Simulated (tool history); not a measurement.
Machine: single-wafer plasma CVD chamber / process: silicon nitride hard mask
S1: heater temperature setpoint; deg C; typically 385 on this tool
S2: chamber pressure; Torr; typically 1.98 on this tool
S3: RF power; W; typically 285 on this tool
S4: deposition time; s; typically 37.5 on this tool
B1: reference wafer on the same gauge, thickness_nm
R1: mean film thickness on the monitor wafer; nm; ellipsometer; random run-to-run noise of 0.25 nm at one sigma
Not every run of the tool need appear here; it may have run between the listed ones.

run,day,S1,S2,S3,S4,B1,R1
1,0.000,385,1.98,285,37.5,42.446,42.181
2,1.138,385,1.98,285,37.5,42.514,42.274
# day 2.200: showerhead replaced
3,2.383,385,2.30,285,37.5,42.572,43.264
4,3.417,385,2.30,285,37.5,42.479,43.117
5,3.983,385,1.98,285,35.6,42.477,39.860
6,4.958,385,1.98,285,35.6,42.596,40.116
7,5.958,385,1.98,285,35.6,42.501,39.537
# day 7.888: thermocouple changed; heater temperature recalibrated
8,8.050,372,1.98,255,43.9,42.483,43.844
9,8.842,385,1.98,285,43.4,42.493,47.847
# day 10.112: RF generator calibrated
10,10.133,385,1.98,285,37.5,42.580,39.812
11,10.850,385,2.18,285,33.2,42.413,35.933
12,12.212,393,2.25,315,37.5,42.502,44.821
13,13.496,385,1.98,330,37.5,42.476,44.675
14,14.829,385,1.85,285,37.5,42.530,39.555

Predict the results of run 15:
15,16.029,385,1.52,285,35.6,?,?

B1: 42.553
R1: 35.963 nm
Were there no unlogged condition in the tool, this run, its random variation unchanged, would have produced R1 39.661 nm.
